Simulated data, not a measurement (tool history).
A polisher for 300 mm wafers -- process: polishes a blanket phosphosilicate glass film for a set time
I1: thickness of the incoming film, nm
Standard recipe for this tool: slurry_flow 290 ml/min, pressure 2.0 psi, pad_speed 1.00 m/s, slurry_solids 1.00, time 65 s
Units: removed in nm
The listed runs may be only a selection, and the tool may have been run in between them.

{"run": 1, "hour": 0.0, "slurry_flow": 290, "pressure": 2.0, "pad_speed": 1.0, "slurry_solids": 1.0, "time": 65, "I1": 2366.4, "removed": 337.3}
{"run": 2, "hour": 11.6, "slurry_flow": 290, "pressure": 2.0, "pad_speed": 1.0, "slurry_solids": 1.0, "time": 65, "I1": 2403.5, "removed": 334.1}
{"run": 3, "hour": 23.9, "slurry_flow": 290, "pressure": 2.0, "pad_speed": 1.0, "slurry_solids": 1.0, "time": 65, "I1": 2424.7, "removed": 339.5}
{"run": 4, "hour": 35.6, "slurry_flow": 290, "pressure": 2.0, "pad_speed": 1.0, "slurry_solids": 1.0, "time": 65, "I1": 2458.8, "removed": 336.3}
{"run": 5, "hour": 50.0, "slurry_flow": 330, "pressure": 1.7, "pad_speed": 1.3, "slurry_solids": 1.0, "time": 55, "I1": 2421.5, "removed": 291.2}
{"run": 6, "hour": 60.3, "slurry_flow": 290, "pressure": 2.6, "pad_speed": 1.22, "slurry_solids": 1.0, "time": 74, "I1": 2415.5, "removed": 559.9}
{"run": 7, "hour": 68.2, "slurry_flow": 370, "pressure": 1.5, "pad_speed": 1.0, "slurry_solids": 1.0, "time": 73, "I1": 2428.2, "removed": 288.0}
{"hour": 75.6, "done": "worn pad replaced by a new one, of another model than before"}
{"run": 8, "hour": 82.7, "slurry_flow": 290, "pressure": 1.3, "pad_speed": 1.0, "slurry_solids": 1.0, "time": 55, "I1": 2454.9, "removed": 236.1}
{"run": 9, "hour": 90.2, "slurry_flow": 210, "pressure": 2.7, "pad_speed": 1.0, "slurry_solids": 1.0, "time": 48, "I1": 2434.9, "removed": 269.0}
{"hour": 92.6, "done": "slurry blender recalibrated"}
{"run": 10, "hour": 102.4, "slurry_flow": 215, "pressure": 1.6, "pad_speed": 1.0, "slurry_solids": 0.75, "time": 80, "I1": 2394.8, "removed": 323.1}
{"run": 11, "hour": 117.0, "slurry_flow": 230, "pressure": 2.0, "pad_speed": 1.0, "slurry_solids": 0.8, "time": 65, "I1": 2406.3, "removed": 308.8}
{"run": 12, "hour": 126.1, "slurry_flow": 290, "pressure": 2.0, "pad_speed": 1.0, "slurry_solids": 1.0, "time": 65, "I1": 2440.1, "removed": 347.8}
{"run": 13, "hour": 140.1, "slurry_flow": 340, "pressure": 2.0, "pad_speed": 0.78, "slurry_solids": 1.1, "time": 45, "I1": 2420.9, "removed": 204.7}
{"run": 14, "hour": 149.3, "slurry_flow": 205, "pressure": 2.2, "pad_speed": 1.0, "slurry_solids": 1.15, "time": 65, "I1": 2384.7, "removed": 363.5}
{"run": 15, "hour": 159.1, "slurry_flow": 365, "pressure": 2.0, "pad_speed": 0.9, "slurry_solids": 1.3, "time": 88, "I1": 2407.2, "removed": 486.3}
{"hour": 192.1, "done": "worn pad replaced by a new one"}
{"run": 16, "hour": 197.7, "slurry_flow": 290, "pressure": 2.0, "pad_speed": 1.0, "slurry_solids": 1.25, "time": 82, "I1": 2432.0, "removed": 482.6}
{"hour": 199.9, "done": "conditioning disc replaced and pad reconditioned"}
{"run": 17, "hour": 214.0, "slurry_flow": 210, "pressure": 2.7, "pad_speed": 1.0, "slurry_solids": 1.0, "time": 48, "I1": 2405.3, "removed": 284.6}
{"run": 18, "hour": 228.5, "slurry_flow": 290, "pressure": 2.0, "pad_speed": 1.16, "slurry_solids": 1.2, "time": 65, "I1": 2405.7, "removed": 426.3}
{"run": 19, "hour": 245.4, "slurry_flow": 290, "pressure": 2.0, "pad_speed": 0.72, "slurry_solids": 1.0, "time": 65, "I1": 2432.3, "removed": 252.7}
{"run": 20, "hour": 260.8, "slurry_flow": 290, "pressure": 2.0, "pad_speed": 1.0, "slurry_solids": 1.0, "time": 65, "I1": 2445.1, "removed": 347.3}
{"run": 21, "hour": 277.4, "slurry_flow": 195, "pressure": 2.4, "pad_speed": 1.12, "slurry_solids": 1.0, "time": 65, "I1": 2432.0, "removed": 401.3}
{"run": 22, "hour": 285.4, "slurry_flow": 290, "pressure": 2.0, "pad_speed": 1.0, "slurry_solids": 1.0, "time": 65, "I1": 2447.2, "removed": 341.0}
{"run": 23, "hour": 295.8, "slurry_flow": 290, "pressure": 2.7, "pad_speed": 1.14, "slurry_solids": 1.0, "time": 65, "I1": 2433.7, "removed": 458.6}
{"hour": 300.7, "done": "worn pad replaced by a new one"}
{"run": 24, "hour": 303.9, "slurry_flow": 380, "pressure": 1.5, "pad_speed": 1.0, "slurry_solids": 1.0, "time": 43, "I1": 2413.6, "removed": 203.0}
{"run": 25, "hour": 321.3, "slurry_flow": 290, "pressure": 2.0, "pad_speed": 1.0, "slurry_solids": 1.0, "time": 65, "I1": 2433.6, "removed": 343.9}
{"run": 26, "hour": 328.9, "slurry_flow": 290, "pressure": 2.0, "pad_speed": 1.36, "slurry_solids": 1.0, "time": 65, "I1": 2422.1, "removed": 448.1}

For each run, the measured value with the value that run would have given without the tool's hidden condition subtracted. The run-to-run variation is shared by both, the gauge scatter possibly not:
The hidden state here: removal rate lost through wear of the pad, %; slurry flow missing at the pad, %; deviation of the head's pressure from its setpoint, %; abrasive missing from the slurry, %; time polished since the conditioner stopped cutting, s.
run=1 removed=-15.5
run=2 removed=-16.3
run=3 removed=-17.7
run=4 removed=-18.6
run=5 removed=-17.4
run=6 removed=-35.3
run=7 removed=-18.8
run=8 removed=-16.7
run=9 removed=-19.7
run=10 removed=-3.9
run=11 removed=-3.7
run=12 removed=-3.8
run=13 removed=-2.2
run=14 removed=-3.9
run=15 removed=-5.1
run=16 removed=-6.3
run=17 removed=-4.6
run=18 removed=-6.8
run=19 removed=-4.9
run=20 removed=-7.4
run=21 removed=-9.5
run=22 removed=-8.5
run=23 removed=-12.1
run=24 removed=-5.7
run=25 removed=-10.7
run=26 removed=-14.5
